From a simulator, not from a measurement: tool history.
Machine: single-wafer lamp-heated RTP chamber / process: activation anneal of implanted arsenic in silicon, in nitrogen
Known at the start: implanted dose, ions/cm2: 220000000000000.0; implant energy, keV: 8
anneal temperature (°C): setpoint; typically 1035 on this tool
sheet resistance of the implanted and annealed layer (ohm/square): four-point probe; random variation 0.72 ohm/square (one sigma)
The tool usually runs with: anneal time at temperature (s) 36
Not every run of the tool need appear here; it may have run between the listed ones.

run	hour	anneal temperature (°C)	anneal time at temperature (s)	read-back reference wafer on the same gauge, sheet resistance	sheet resistance of the implanted and annealed layer (ohm/square)
1	0.0	1035	36	442.96	387.91
2	13.3	1035	36	443.05	386.52
3	34.6	1035	22	442.96	395.70
4	62.9	1035	22	443.20	396.17
5	79.0	1035	22	442.98	395.39
6	96.9	1035	36	443.24	386.66
7	120.6	1015	36	442.97	394.78
8	133.6	1015	36	443.05	394.68
# hour 163.8: reflector plate cleaned
9	164.3	1035	36	443.12	385.56
# hour 192.0: gauge calibrated
10	213.9	1035	22	442.91	394.30

The next listed run, before its measurement:
11	247.0	1007	44	?	?

read-back reference wafer on the same gauge, sheet resistance: 443.32
sheet resistance of the implanted and annealed layer (ohm/square): 392.76
With no hidden state in the tool, this same run would have given sheet resistance of the implanted and annealed layer (ohm/square) 397.92.
